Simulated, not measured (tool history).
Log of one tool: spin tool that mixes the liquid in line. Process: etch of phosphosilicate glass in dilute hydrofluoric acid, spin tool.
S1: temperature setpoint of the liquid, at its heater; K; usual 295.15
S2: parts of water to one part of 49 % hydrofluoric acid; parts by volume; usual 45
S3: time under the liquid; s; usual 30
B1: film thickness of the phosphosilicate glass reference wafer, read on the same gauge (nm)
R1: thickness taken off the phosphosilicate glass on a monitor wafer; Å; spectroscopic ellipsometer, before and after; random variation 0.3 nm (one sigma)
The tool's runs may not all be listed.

run   hour      S1  S2  S3      B1      R1
  1    0.0  295.15  45  25  139.98   750.4
  2   52.9  295.15  45  25  139.98   748.3
  3   63.5  295.15  45  25  140.01   751.4
  4   79.5  295.15  45  30  140.03   897.7
  5   85.8  295.15  45  30  140.01   901.0
  6   92.5  295.15  45  30  140.00   904.3
  7  101.3  295.15  40  20  140.01   681.0
  8  116.7  295.15  40  20  139.98   681.1
     123.7  -- thermometer replaced
  9  133.8  295.15  60  30  140.01   665.4
     140.9  -- hydrofluoric acid flow meter replaced
 10  151.5  295.15  45  45  140.01  1220.9
 11  158.6  290.65  45  15  139.99   334.9
     165.8  -- gauge calibrated
 12  169.0  296.65  60  40  139.96   846.5
 13  190.5  295.15  45  30  140.01   814.2
 14  207.7  290.65  45  30  140.00   673.8
 15  215.0  295.15  45  30  140.02   816.7
 16  221.7  295.15  45  30  140.01   814.8
 17  228.8  292.65  45  45  140.02  1106.4

Forecast each of these 4 alternatives for the next run:
  A  229.2  295.15  45  30   ?   ?
  B  229.2  290.15  30  15   ?   ?
  C  229.2  291.65  55  25   ?   ?
  D  229.2  298.65  45  30   ?   ?

run      B1     R1
  A  140.00  819.8
  B  140.00  504.7
  C  140.00  476.2
  D  140.00  947.7
Without the tool's hidden state the same runs would have given:
run     R1
  A  806.2
  B  496.4
  C  468.2
  D  931.9
